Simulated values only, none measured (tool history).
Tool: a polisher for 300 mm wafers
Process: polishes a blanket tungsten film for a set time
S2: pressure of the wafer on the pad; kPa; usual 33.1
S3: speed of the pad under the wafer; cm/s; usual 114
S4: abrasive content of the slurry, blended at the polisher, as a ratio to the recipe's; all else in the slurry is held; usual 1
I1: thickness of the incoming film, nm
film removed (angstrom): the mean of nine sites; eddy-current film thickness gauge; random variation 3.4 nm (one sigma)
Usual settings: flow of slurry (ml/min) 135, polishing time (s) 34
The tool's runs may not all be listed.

run 1 hour=0 | flow_of_slurry_(ml/min)=135 S2=30.3 S3=114 S4=1 polishing_time_(s)=34 | I1=669.6 | film_removed_(angstrom)=2213
run 2 hour=11.7 | flow_of_slurry_(ml/min)=135 S2=30.3 S3=114 S4=1 polishing_time_(s)=34 | I1=673.6 | film_removed_(angstrom)=2158
run 3 hour=29.6 | flow_of_slurry_(ml/min)=135 S2=30.3 S3=114 S4=1 polishing_time_(s)=34 | I1=658 | film_removed_(angstrom)=2130
-- hour=39.9 worn pad replaced by a new one
run 4 hour=43 | flow_of_slurry_(ml/min)=135 S2=33.1 S3=114 S4=1 polishing_time_(s)=34 | I1=659.9 | film_removed_(angstrom)=2540
-- hour=45.2 slurry tank refilled with fresh slurry and peroxide
run 5 hour=56.1 | flow_of_slurry_(ml/min)=135 S2=33.1 S3=114 S4=1 polishing_time_(s)=34 | I1=664 | film_removed_(angstrom)=2354
run 6 hour=66.6 | flow_of_slurry_(ml/min)=135 S2=33.1 S3=86 S4=1 polishing_time_(s)=34 | I1=676.5 | film_removed_(angstrom)=1995
run 7 hour=75.3 | flow_of_slurry_(ml/min)=135 S2=33.1 S3=114 S4=1 polishing_time_(s)=34 | I1=663.6 | film_removed_(angstrom)=2325
run 8 hour=88.6 | flow_of_slurry_(ml/min)=135 S2=33.1 S3=114 S4=1 polishing_time_(s)=34 | I1=665.4 | film_removed_(angstrom)=2240
-- hour=97.6 head pressure recalibrated
run 9 hour=99.3 | flow_of_slurry_(ml/min)=135 S2=33.1 S3=114 S4=1 polishing_time_(s)=34 | I1=674.1 | film_removed_(angstrom)=2272
-- hour=115.5 worn pad replaced by a new one
run 10 hour=116 | flow_of_slurry_(ml/min)=135 S2=33.1 S3=114 S4=1 polishing_time_(s)=34 | I1=656.9 | film_removed_(angstrom)=2508
run 11 hour=120.7 | flow_of_slurry_(ml/min)=135 S2=33.1 S3=114 S4=1 polishing_time_(s)=41 | I1=664.9 | film_removed_(angstrom)=2958
run 12 hour=129.4 | flow_of_slurry_(ml/min)=135 S2=33.1 S3=114 S4=1 polishing_time_(s)=41 | I1=664.8 | film_removed_(angstrom)=2894
-- hour=138.5 slurry nozzle cleaned
run 13 hour=139 | flow_of_slurry_(ml/min)=135 S2=33.1 S3=114 S4=1 polishing_time_(s)=41 | I1=670.4 | film_removed_(angstrom)=2886
run 14 hour=158.3 | flow_of_slurry_(ml/min)=135 S2=36.5 S3=146 S4=1 polishing_time_(s)=34 | I1=678.7 | film_removed_(angstrom)=3026
run 15 hour=175.2 | flow_of_slurry_(ml/min)=135 S2=38.6 S3=92 S4=1 polishing_time_(s)=34 | I1=663.4 | film_removed_(angstrom)=2329
-- hour=181.6 worn pad replaced by a new one
run 16 hour=192.8 | flow_of_slurry_(ml/min)=160 S2=33.1 S3=148 S4=0.75 polishing_time_(s)=25 | I1=676.7 | film_removed_(angstrom)=1986
-- hour=196.8 slurry blender recalibrated
run 17 hour=202.1 | flow_of_slurry_(ml/min)=110 S2=33.1 S3=114 S4=1 polishing_time_(s)=25 | I1=672.4 | film_removed_(angstrom)=1733
run 18 hour=212.3 | flow_of_slurry_(ml/min)=135 S2=25.5 S3=114 S4=1 polishing_time_(s)=34 | I1=681.2 | film_removed_(angstrom)=1860
-- hour=217.3 slurry tank refilled with fresh slurry and peroxide
run 19 hour=224.2 | flow_of_slurry_(ml/min)=135 S2=25.5 S3=90 S4=0.9 polishing_time_(s)=29 | I1=683.7 | film_removed_(angstrom)=1303
run 20 hour=238.1 | flow_of_slurry_(ml/min)=135 S2=33.1 S3=114 S4=1 polishing_time_(s)=34 | I1=666.1 | film_removed_(angstrom)=2329
-- hour=258.8 worn pad replaced by a new one
run 21 hour=268.4 | flow_of_slurry_(ml/min)=100 S2=37.9 S3=140 S4=1 polishing_time_(s)=43 | I1=661.1 | film_removed_(angstrom)=3920
run 22 hour=281.5 | flow_of_slurry_(ml/min)=135 S2=23.4 S3=114 S4=1 polishing_time_(s)=34 | I1=678.2 | film_removed_(angstrom)=1686
run 23 hour=294.8 | flow_of_slurry_(ml/min)=135 S2=37.9 S3=126 S4=1 polishing_time_(s)=34 | I1=665.7 | film_removed_(angstrom)=2858
run 24 hour=306.3 | flow_of_slurry_(ml/min)=135 S2=36.5 S3=90 S4=0.75 polishing_time_(s)=42 | I1=668.1 | film_removed_(angstrom)=2451
run 25 hour=312.4 | flow_of_slurry_(ml/min)=135 S2=33.1 S3=114 S4=1 polishing_time_(s)=41 | I1=675.2 | film_removed_(angstrom)=2760
run 26 hour=318.7 | flow_of_slurry_(ml/min)=125 S2=33.1 S3=114 S4=1 polishing_time_(s)=42 | I1=668.6 | film_removed_(angstrom)=2745
-- hour=324.6 worn pad replaced by a new one
run 27 hour=327.5 | flow_of_slurry_(ml/min)=135 S2=33.1 S3=114 S4=0.85 polishing_time_(s)=34 | I1=672.4 | film_removed_(angstrom)=2337
run 28 hour=333.7 | flow_of_slurry_(ml/min)=155 S2=33.1 S3=114 S4=0.75 polishing_time_(s)=28 | I1=670.7 | film_removed_(angstrom)=1818

The same runs without the tool's hidden state, with the same run-to-run variation:
The hidden state here: removal rate lost through wear of the pad, %; slurry flow missing at the pad, %; deviation of the head's pressure from its setpoint, %; abrasive missing from the slurry, %; peroxide lost from the slurry, %.
run=1 film_removed_(angstrom)=2320
run=2 film_removed_(angstrom)=2307
run=3 film_removed_(angstrom)=2349
run=4 film_removed_(angstrom)=2603
run=5 film_removed_(angstrom)=2465
run=6 film_removed_(angstrom)=2126
run=7 film_removed_(angstrom)=2515
run=8 film_removed_(angstrom)=2480
run=9 film_removed_(angstrom)=2563
run=10 film_removed_(angstrom)=2551
run=11 film_removed_(angstrom)=3032
run=12 film_removed_(angstrom)=3009
run=13 film_removed_(angstrom)=3050
run=14 film_removed_(angstrom)=3305
run=15 film_removed_(angstrom)=2620
run=16 film_removed_(angstrom)=2031
run=17 film_removed_(angstrom)=1800
run=18 film_removed_(angstrom)=1965
run=19 film_removed_(angstrom)=1405
run=20 film_removed_(angstrom)=2571
run=21 film_removed_(angstrom)=4072
run=22 film_removed_(angstrom)=1790
run=23 film_removed_(angstrom)=3104
run=24 film_removed_(angstrom)=2717
run=25 film_removed_(angstrom)=3092
run=26 film_removed_(angstrom)=3110
run=27 film_removed_(angstrom)=2386
run=28 film_removed_(angstrom)=1875
